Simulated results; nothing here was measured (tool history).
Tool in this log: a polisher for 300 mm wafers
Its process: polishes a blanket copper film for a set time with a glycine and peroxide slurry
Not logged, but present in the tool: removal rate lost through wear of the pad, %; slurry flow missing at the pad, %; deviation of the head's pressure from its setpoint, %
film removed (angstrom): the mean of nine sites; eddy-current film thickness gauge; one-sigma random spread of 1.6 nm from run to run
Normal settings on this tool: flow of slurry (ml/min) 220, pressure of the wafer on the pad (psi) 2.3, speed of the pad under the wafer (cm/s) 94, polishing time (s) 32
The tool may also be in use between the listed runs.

| run | hour | flow of slurry (ml/min) | pressure of the wafer on the pad (psi) | speed of the pad under the wafer (cm/s) | polishing time (s) | wafers since the last listed run | wafers polished on this pad | hours since the slurry nozzle was cleaned | hours since the head pressure was calibrated | incoming thickness of the incoming film, nm | film removed (angstrom) |
|---|---|---|---|---|---|---|---|---|---|---|---|
| 1 | 0 | 220 | 2.8 | 94 | 32 | 0 | 495 | 501.4 | 77.5 | 1422.1 | 1462 |
|  | 18.8 | slurry nozzle cleaned |
| 2 | 93 | 220 | 2.8 | 94 | 32 | 1022 | 1518 | 74.2 | 170.5 | 1430.9 | 1520 |
| 3 | 178.5 | 220 | 2.3 | 94 | 32 | 949 | 2468 | 159.7 | 256 | 1418.1 | 1251 |
| 4 | 250.5 | 220 | 2.3 | 94 | 32 | 799 | 3268 | 231.7 | 328 | 1441.8 | 1228 |
| 5 | 298.1 | 220 | 2.3 | 94 | 32 | 528 | 3796 | 279.3 | 375.6 | 1449.9 | 1198 |
| 6 | 395.2 | 220 | 2.3 | 84 | 32 | 1078 | 4875 | 376.4 | 472.7 | 1465.4 | 1087 |
|  | 461 | worn pad replaced by a new one |
| 7 | 469.3 | 220 | 2.3 | 106 | 32 | 778 | 92 | 450.5 | 546.8 | 1460.8 | 1296 |
| 8 | 509.1 | 220 | 2.3 | 106 | 32 | 442 | 534 | 490.3 | 586.6 | 1471.7 | 1305 |
|  | 544.5 | slurry nozzle cleaned |
| 9 | 608 | 220 | 2.3 | 106 | 32 | 1087 | 1622 | 63.5 | 685.5 | 1429.7 | 1349 |
| 10 | 664.5 | 220 | 2.3 | 94 | 32 | 627 | 2250 | 120 | 742 | 1428.8 | 1227 |
| 11 | 716.8 | 220 | 2.3 | 94 | 32 | 581 | 2831 | 172.3 | 794.3 | 1433.5 | 1193 |
|  | 740 | head pressure recalibrated |
| 12 | 813.4 | 220 | 2.3 | 94 | 32 | 1051 | 3882 | 268.9 | 73.4 | 1431.5 | 1282 |
| 13 | 912.7 | 220 | 2.3 | 94 | 32 | 1103 | 4985 | 368.2 | 172.7 | 1441.8 | 1222 |
|  | 929.1 | worn pad replaced by a new one |
|  | 974.4 | slurry nozzle cleaned |
| 14 | 979.5 | 220 | 2.3 | 94 | 32 | 686 | 548 | 5.1 | 239.5 | 1453.2 | 1288 |
| 15 | 1062.5 | 220 | 2.3 | 94 | 32 | 922 | 1471 | 88.1 | 322.5 | 1439 | 1248 |
| 16 | 1125.5 | 220 | 2.3 | 94 | 32 | 699 | 2171 | 151.1 | 385.5 | 1443.2 | 1225 |
| 17 | 1174.9 | 245 | 2.3 | 114 | 32 | 548 | 2720 | 200.5 | 434.9 | 1431.7 | 1421 |
| 18 | 1242 | 220 | 2.3 | 94 | 36 | 745 | 3465 | 267.6 | 502 | 1467.1 | 1350 |
| 19 | 1335.7 | 220 | 2.3 | 108 | 32 | 1041 | 4506 | 361.3 | 595.7 | 1416 | 1347 |
|  | 1364.6 | worn pad replaced by a new one |
| 20 | 1394.4 | 220 | 2.3 | 94 | 32 | 607 | 330 | 420 | 654.4 | 1439.5 | 1161 |
| 21 | 1488.8 | 260 | 2.3 | 94 | 22 | 1048 | 1379 | 514.4 | 748.8 | 1440.4 | 828 |
|  | 1494.3 | head pressure recalibrated |
|  | 1504.8 | slurry nozzle cleaned |
| 22 | 1554.9 | 220 | 2.3 | 94 | 32 | 701 | 2080 | 50.1 | 60.6 | 1441.1 | 1319 |
| 23 | 1635.8 | 145 | 2.3 | 94 | 38 | 898 | 2979 | 131 | 141.5 | 1444.7 | 1403 |
| 24 | 1740.9 | 220 | 2.3 | 66 | 32 | 1167 | 4147 | 236.1 | 246.6 | 1437.4 | 944 |
| 25 | 1834.6 | 220 | 1.9 | 106 | 26 | 1041 | 5188 | 329.8 | 340.3 | 1443.8 | 922 |
|  | 1862.1 | worn pad replaced by a new one |
| 26 | 1910.3 | 220 | 2.3 | 74 | 24 | 796 | 535 | 405.5 | 416 | 1464.1 | 748 |
| 27 | 1993.3 | 220 | 2.3 | 94 | 32 | 922 | 1457 | 488.5 | 499 | 1428.1 | 1191 |
|  | 2026.3 | slurry nozzle cleaned |
| 28 | 2045.7 | 220 | 1.9 | 94 | 32 | 571 | 2028 | 19.4 | 551.4 | 1455.6 | 1109 |
| 29 | 2153.5 | 250 | 2.8 | 94 | 32 | 1197 | 3226 | 127.2 | 659.2 | 1442.4 | 1428 |
| 30 | 2217.3 | 190 | 2.5 | 66 | 43 | 708 | 3935 | 191 | 723 | 1408.9 | 1279 |
| 31 | 2276.8 | 200 | 2 | 116 | 32 | 661 | 4596 | 250.5 | 782.5 | 1456 | 1267 |
|  | 2285.4 | worn pad replaced by a new one |
|  | 2327.3 | head pressure recalibrated |
| 32 | 2330.2 | 220 | 2.3 | 94 | 32 | 526 | 475 | 303.9 | 2.9 | 1424.9 | 1308 |
| 33 | 2373.8 | 220 | 2.3 | 72 | 36 | 484 | 959 | 347.5 | 46.5 | 1435.2 | 1160 |

Below are 4 alternative next runs, each starting from the tool's condition after run 33. Predict each:
| A | 2374.2 | 220 | 2.3 | 94 | 32 | 4 | 964 | 347.9 | 46.9 | 1454.5 | ? |
| B | 2374.2 | 280 | 1.8 | 104 | 37 | 4 | 964 | 347.9 | 46.9 | 1454.5 | ? |
| C | 2374.2 | 270 | 2.3 | 94 | 32 | 4 | 964 | 347.9 | 46.9 | 1454.5 | ? |
| D | 2374.2 | 220 | 1.6 | 94 | 29 | 4 | 964 | 347.9 | 46.9 | 1454.5 | ? |

| run | film removed (angstrom) |
|---|---|
| A | 1280 |
| B | 1406 |
| C | 1318 |
| D | 918 |
With the hidden condition removed and each run's random variation left untouched, the same runs would have given:
| run | film removed (angstrom) |
|---|---|
| A | 1381 |
| B | 1500 |
| C | 1408 |
| D | 990 |

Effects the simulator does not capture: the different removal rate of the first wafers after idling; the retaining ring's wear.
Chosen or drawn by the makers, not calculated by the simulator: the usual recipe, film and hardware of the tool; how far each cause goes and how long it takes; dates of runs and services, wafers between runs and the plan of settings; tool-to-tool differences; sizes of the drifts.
